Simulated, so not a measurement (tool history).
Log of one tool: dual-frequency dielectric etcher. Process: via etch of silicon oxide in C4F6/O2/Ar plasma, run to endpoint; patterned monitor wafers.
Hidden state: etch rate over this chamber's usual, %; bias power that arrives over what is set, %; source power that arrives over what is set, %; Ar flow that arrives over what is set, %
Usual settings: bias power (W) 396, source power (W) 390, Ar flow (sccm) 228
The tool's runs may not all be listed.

| run | hour | bias power (W) | source power (W) | Ar flow (sccm) | wafers since the last listed run | hours since the last wet clean | hours since the last bias power generator calibration | hours since the last source power generator calibration | hours since the last Ar flow controller change | hours since the last upper electrode change | incoming incoming film thickness, nm | endpoint time (s) |
|---|---|---|---|---|---|---|---|---|---|---|---|---|
| 1 | 0 | 396 | 390 | 228 | 0 | 324.7 | 4455 | 3946 | 5670.9 | 4954.4 | 124.9 | 28.9 |
| 2 | 30.7 | 396 | 390 | 228 | 320 | 355.4 | 4485.7 | 3976.7 | 5701.6 | 4985.1 | 122.9 | 28.4 |
|  | 87.6 | wet clean of the chamber |
| 3 | 102.5 | 396 | 390 | 192 | 499 | 14.9 | 4557.5 | 4048.5 | 5773.4 | 5056.9 | 123.4 | 28.7 |
| 4 | 291.6 | 396 | 390 | 228 | 1976 | 204 | 4746.6 | 4237.6 | 5962.5 | 5246 | 123.9 | 28.9 |
| 5 | 361.1 | 396 | 390 | 228 | 726 | 273.5 | 4816.1 | 4307.1 | 6032 | 5315.5 | 124.3 | 28.7 |
|  | 368.1 | bias power generator calibrated |
|  | 395.6 | source power generator calibrated |
| 6 | 418.2 | 396 | 390 | 228 | 513 | 330.6 | 50.1 | 22.6 | 6089.1 | 5372.6 | 123.7 | 28.6 |
|  | 483.5 | wet clean of the chamber |
| 7 | 484 | 396 | 390 | 228 | 436 | 0.5 | 115.9 | 88.4 | 6154.9 | 5438.4 | 124.2 | 29.3 |
| 8 | 516 | 396 | 390 | 228 | 334 | 32.5 | 147.9 | 120.4 | 6186.9 | 5470.4 | 124.3 | 29.4 |
|  | 595 | upper electrode replaced |
| 9 | 595.5 | 396 | 390 | 228 | 580 | 112 | 227.4 | 199.9 | 6266.4 | 0.5 | 121.7 | 28.5 |
|  | 677.7 | Ar flow controller replaced |
| 10 | 780.7 | 396 | 450 | 249 | 1873 | 297.2 | 412.6 | 385.1 | 103 | 185.7 | 123.8 | 27.5 |
| 11 | 806.9 | 396 | 390 | 228 | 273 | 323.4 | 438.8 | 411.3 | 129.2 | 211.9 | 122.6 | 28.5 |
| 12 | 866 | 396 | 450 | 249 | 617 | 382.5 | 497.9 | 470.4 | 188.3 | 271 | 123.6 | 27.3 |

Forecast run 13:
| 13 | 897.6 | 450 | 430 | 228 | 330 | 414.1 | 529.5 | 502 | 219.9 | 302.6 | 121.5 | ? |

Run 13 gave endpoint time (s) 25.9.
Without the tool's hidden state the same run would have given endpoint time (s) 26.4.
